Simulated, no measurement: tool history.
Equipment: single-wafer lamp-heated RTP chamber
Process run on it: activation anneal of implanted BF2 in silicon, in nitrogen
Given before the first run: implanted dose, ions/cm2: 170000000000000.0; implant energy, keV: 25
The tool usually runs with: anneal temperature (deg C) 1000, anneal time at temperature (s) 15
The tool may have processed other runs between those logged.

run,hour,anneal temperature (deg C),anneal time at temperature (s),wafers since the last listed run,wafers since the last pyrometer calibration,wafers since the reflector plate was cleaned,hours since the gauge calibration,"read-back reference wafer on the same gauge, sheet resistance",sheet resistance of the implanted and annealed layer (ohm/square)
1,0,1000,15,0,3393,5308,329.1,510.18,602.35
2,32.8,1000,15,358,3751,5667,361.9,510.08,600.93
3,55.8,1000,15,251,4003,5918,384.9,510.02,602.15
4,76.9,977,15,230,4233,6149,406,510.05,610.97
5,90.2,977,15,145,4379,6294,419.3,510.21,608
6,102.5,1000,15,134,4513,6428,431.6,510.12,600.1
7,119.6,1000,15,186,4700,6615,448.7,510.03,602.69
8,136.9,1000,15,189,4889,6804,466,509.74,601.61
9,160.1,1009,15,253,5143,7058,489.2,509.82,600.15
10,182.9,1000,10,249,5392,7307,512,510.01,601.68
11,201.9,1000,10,207,5600,7515,531,510.21,602.23
12,224.5,1000,10,247,5847,7762,553.6,509.83,603.82
13,250.6,1018,15,285,6132,8047,579.7,510.16,598.45
# hour 258.9: pyrometer window cleaned and pyrometer calibrated
14,282.8,1000,15,264,261,8312,611.9,510.13,600.84
15,300.2,1000,15,190,451,8502,629.3,509.84,601.12
16,330.4,1016,10,330,781,8832,659.5,509.86,601.38
17,344.4,1000,15,153,934,8985,673.5,509.92,601.48
18,364,1016,11,214,1149,9199,693.1,510,600.58
19,397.5,979,10,366,1515,9566,726.6,510.16,611.77
20,413.3,1000,15,172,1688,9738,742.4,509.87,600.79
21,448.5,1014,19,384,2072,10123,777.6,510.27,599.73
# hour 484.7: gauge calibrated
# hour 506.9: reflector plate cleaned
22,551.8,1000,15,1041,3114,490,67.1,509.74,601.4
23,586.4,1000,15,378,3492,868,101.7,510.23,600.42
24,609.5,1000,10,252,3745,1121,124.8,509.95,602.83
25,644.5,1011,9,382,4127,1503,159.8,509.79,601.94
26,676,1000,15,344,4472,1848,191.3,510.07,602.49
27,695.9,1010,20,217,4689,2065,211.2,509.94,600.4
28,730,1028,12,372,5062,2438,245.3,510.04,597.92
29,749.4,1018,9,212,5274,2650,264.7,509.83,600.78
30,770.1,1011,8,226,5500,2876,285.4,510,602.2
31,785.8,1011,20,171,5672,3048,301.1,510.11,597.98
# hour 801.7: pyrometer window cleaned and pyrometer calibrated
32,802.2,1000,23,91,5,3140,317.5,509.73,598.63
33,813.6,1000,18,124,130,3264,328.9,510.02,601.56
34,835.1,1024,7,235,365,3499,350.4,509.9,602.82
35,850.7,1000,15,170,535,3670,366,509.87,601.02
36,867,1000,15,178,713,3848,382.3,510.05,601.41
37,901.6,990,12,378,1091,4226,416.9,509.94,603.65

Predict each of these 4 candidate next runs independently; none follows another, all start after run 37:
A,902,1000,15,4,1096,4231,417.3,?,?
B,902,1000,11,4,1096,4231,417.3,?,?
C,902,1025,20,4,1096,4231,417.3,?,?
D,902,1015,10,4,1096,4231,417.3,?,?

run,"read-back reference wafer on the same gauge, sheet resistance",sheet resistance of the implanted and annealed layer (ohm/square)
A,509.77,601.15
B,509.77,602.56
C,509.77,596.46
D,509.77,601.31
Without the tool's hidden state the same runs would have given:
run,sheet resistance of the implanted and annealed layer (ohm/square)
A,601.15
B,602.56
C,596.46
D,601.31
